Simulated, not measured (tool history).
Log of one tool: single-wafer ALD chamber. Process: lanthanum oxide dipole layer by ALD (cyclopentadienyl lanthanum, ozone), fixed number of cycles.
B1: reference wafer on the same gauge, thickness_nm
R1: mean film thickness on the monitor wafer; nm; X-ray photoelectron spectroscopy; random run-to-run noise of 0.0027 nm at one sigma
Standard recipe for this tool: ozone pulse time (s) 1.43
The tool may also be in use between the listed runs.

run 1 hour=0.0 | ozone_pulse_time_(s)=1.43 | B1=0.601 | R1=0.543
run 2 hour=25.4 | ozone_pulse_time_(s)=1.43 | B1=0.601 | R1=0.543
run 3 hour=51.6 | ozone_pulse_time_(s)=1.43 | B1=0.601 | R1=0.541
run 4 hour=79.2 | ozone_pulse_time_(s)=1.43 | B1=0.602 | R1=0.543
run 5 hour=97.6 | ozone_pulse_time_(s)=1.43 | B1=0.602 | R1=0.548
run 6 hour=118.7 | ozone_pulse_time_(s)=1.43 | B1=0.603 | R1=0.547
run 7 hour=133.1 | ozone_pulse_time_(s)=1.63 | B1=0.603 | R1=0.552
-- hour=143.3 thermocouple changed; heater temperature recalibrated
run 8 hour=167.5 | ozone_pulse_time_(s)=1.63 | B1=0.603 | R1=0.552
run 9 hour=253.0 | ozone_pulse_time_(s)=1.28 | B1=0.606 | R1=0.534
-- hour=272.0 ozone generator serviced
run 10 hour=275.4 | ozone_pulse_time_(s)=1.28 | B1=0.606 | R1=0.532
run 11 hour=310.1 | ozone_pulse_time_(s)=1.95 | B1=0.607 | R1=0.572
run 12 hour=401.8 | ozone_pulse_time_(s)=0.96 | B1=0.607 | R1=0.486
-- hour=426.2 showerhead replaced
run 13 hour=435.7 | ozone_pulse_time_(s)=1.17 | B1=0.608 | R1=0.525
run 14 hour=458.3 | ozone_pulse_time_(s)=1.43 | B1=0.609 | R1=0.550
run 15 hour=473.9 | ozone_pulse_time_(s)=1.77 | B1=0.609 | R1=0.565
run 16 hour=509.4 | ozone_pulse_time_(s)=1.19 | B1=0.609 | R1=0.527
run 17 hour=530.0 | ozone_pulse_time_(s)=1.43 | B1=0.611 | R1=0.550
run 18 hour=546.8 | ozone_pulse_time_(s)=1.43 | B1=0.610 | R1=0.545
run 19 hour=565.1 | ozone_pulse_time_(s)=1.43 | B1=0.611 | R1=0.548
run 20 hour=596.7 | ozone_pulse_time_(s)=1.90 | B1=0.611 | R1=0.576
-- hour=604.2 gauge calibrated
run 21 hour=630.9 | ozone_pulse_time_(s)=1.07 | B1=0.586 | R1=0.490
run 22 hour=721.5 | ozone_pulse_time_(s)=2.00 | B1=0.588 | R1=0.550
run 23 hour=776.4 | ozone_pulse_time_(s)=1.43 | B1=0.588 | R1=0.531
run 24 hour=798.1 | ozone_pulse_time_(s)=1.67 | B1=0.588 | R1=0.543
run 25 hour=811.5 | ozone_pulse_time_(s)=1.72 | B1=0.589 | R1=0.549
run 26 hour=841.9 | ozone_pulse_time_(s)=1.58 | B1=0.589 | R1=0.543
run 27 hour=866.9 | ozone_pulse_time_(s)=1.94 | B1=0.590 | R1=0.551
run 28 hour=883.9 | ozone_pulse_time_(s)=1.98 | B1=0.590 | R1=0.558
run 29 hour=917.8 | ozone_pulse_time_(s)=1.43 | B1=0.591 | R1=0.535
run 30 hour=951.6 | ozone_pulse_time_(s)=1.73 | B1=0.592 | R1=0.550
run 31 hour=978.8 | ozone_pulse_time_(s)=1.14 | B1=0.592 | R1=0.499
run 32 hour=991.8 | ozone_pulse_time_(s)=1.25 | B1=0.593 | R1=0.523
run 33 hour=1006.8 | ozone_pulse_time_(s)=1.69 | B1=0.592 | R1=0.549
run 34 hour=1028.6 | ozone_pulse_time_(s)=1.43 | B1=0.594 | R1=0.534

Hidden state or all else? Some run-to-run changes of R1, split into what the settings, what came in and random variation would give without the hidden state, and what is left for the hidden state (with any gauge scatter that isn't in both results):
The tool's hidden condition here consists of: wafer temperature above the value expected at the setpoint (K); ozone dose above that of a generator just serviced (%); gauge reads high (%).
Run 11 -> 12: ozone pulse time (s) 1.95 -> 0.96. R1 -0.086 nm: hidden state -0.002, all else -0.084.
Run 12 -> 13: ozone pulse time (s) 0.96 -> 1.17, showerhead replaced. R1 +0.039 nm: hidden state +0.003, all else +0.036.
Run 20 -> 21: ozone pulse time (s) 1.90 -> 1.07, gauge calibrated. R1 -0.086 nm: hidden state -0.025, all else -0.061.
Run 21 -> 22: ozone pulse time (s) 1.07 -> 2.00. R1 +0.060 nm: hidden state +0.003, all else +0.057.
